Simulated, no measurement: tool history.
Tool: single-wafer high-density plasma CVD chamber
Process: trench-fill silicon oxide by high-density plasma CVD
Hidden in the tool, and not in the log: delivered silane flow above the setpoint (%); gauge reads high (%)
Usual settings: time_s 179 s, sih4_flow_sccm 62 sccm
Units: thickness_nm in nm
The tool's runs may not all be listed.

| run | hour | time_s | sih4_flow_sccm | wafers since the last listed run | hours since the silane flow controller was replaced | hours since the gauge calibration | read-back reference wafer on the same gauge, thickness_nm | thickness_nm |
|---|---|---|---|---|---|---|---|---|
| 1 | 0.0 | 179 | 62 | 0 | 2295.2 | 172.9 | 929.626 | 962.706 |
| 2 | 14.2 | 179 | 62 | 101 | 2309.4 | 187.1 | 930.190 | 961.297 |
| 3 | 21.7 | 161 | 62 | 53 | 2316.9 | 194.6 | 929.769 | 866.856 |
| 4 | 34.4 | 161 | 62 | 90 | 2329.6 | 207.3 | 930.382 | 864.942 |
|  | 34.4 | gauge calibrated |
| 5 | 40.8 | 179 | 62 | 45 | 2336.0 | 6.4 | 930.168 | 961.440 |
| 6 | 50.0 | 179 | 62 | 65 | 2345.2 | 15.6 | 930.190 | 960.865 |
| 7 | 65.0 | 179 | 62 | 106 | 2360.2 | 30.6 | 930.010 | 960.967 |
| 8 | 71.1 | 179 | 62 | 43 | 2366.3 | 36.7 | 930.170 | 962.908 |
| 9 | 78.0 | 179 | 62 | 49 | 2373.2 | 43.6 | 929.717 | 959.287 |
| 10 | 84.0 | 179 | 66 | 42 | 2379.2 | 49.6 | 930.060 | 1015.823 |
|  | 105.8 | silane flow controller replaced |
| 11 | 106.3 | 179 | 66 | 101 | 0.5 | 71.9 | 930.272 | 986.310 |
| 12 | 115.1 | 179 | 62 | 62 | 9.3 | 80.7 | 929.567 | 927.952 |
| 13 | 128.6 | 198 | 62 | 96 | 22.8 | 94.2 | 930.390 | 1028.665 |
| 14 | 140.0 | 179 | 62 | 81 | 34.2 | 105.6 | 930.222 | 928.788 |
| 15 | 150.6 | 195 | 62 | 75 | 44.8 | 116.2 | 929.814 | 1013.034 |
| 16 | 167.0 | 179 | 62 | 116 | 61.2 | 132.6 | 930.143 | 929.812 |
|  | 179.5 | silane flow controller replaced, repeated, since the last time left the tool worse |
| 17 | 180.0 | 201 | 51 | 35 | 0.5 | 145.6 | 930.001 | 944.326 |
| 18 | 191.1 | 199 | 50 | 79 | 11.6 | 156.7 | 929.587 | 917.562 |
| 19 | 205.0 | 212 | 62 | 99 | 25.5 | 170.6 | 930.390 | 1194.984 |
|  | 206.6 | gauge calibrated |
| 20 | 217.5 | 164 | 57 | 89 | 38.0 | 10.9 | 930.181 | 855.498 |
| 21 | 248.7 | 162 | 69 | 222 | 69.2 | 42.1 | 929.821 | 1010.327 |
| 22 | 257.8 | 148 | 70 | 64 | 78.3 | 51.2 | 930.101 | 931.940 |
| 23 | 271.2 | 179 | 62 | 95 | 91.7 | 64.6 | 929.970 | 1006.621 |
| 24 | 280.3 | 179 | 62 | 64 | 100.8 | 73.7 | 929.722 | 1008.309 |
| 25 | 286.5 | 209 | 67 | 44 | 107.0 | 79.9 | 930.314 | 1266.419 |
| 26 | 302.3 | 179 | 62 | 112 | 122.8 | 95.7 | 929.970 | 1006.212 |

Measured less the same run without the tool's hidden state. The same run-to-run variation is in both; the gauge's scatter may not be:
| run | thickness_nm |
|---|---|
| 1 | -38.823 |
| 2 | -39.363 |
| 3 | -35.780 |
| 4 | -36.187 |
| 5 | -40.497 |
| 6 | -40.867 |
| 7 | -41.517 |
| 8 | -41.866 |
| 9 | -42.007 |
| 10 | -44.759 |
| 11 | -77.730 |
| 12 | -73.131 |
| 13 | -81.073 |
| 14 | -73.208 |
| 15 | -79.856 |
| 16 | -73.312 |
| 17 | +5.397 |
| 18 | +5.243 |
| 19 | +6.823 |
| 20 | +4.878 |
| 21 | +5.732 |
| 22 | +5.277 |
| 23 | +5.680 |
| 24 | +5.674 |
| 25 | +7.112 |
| 26 | +5.619 |
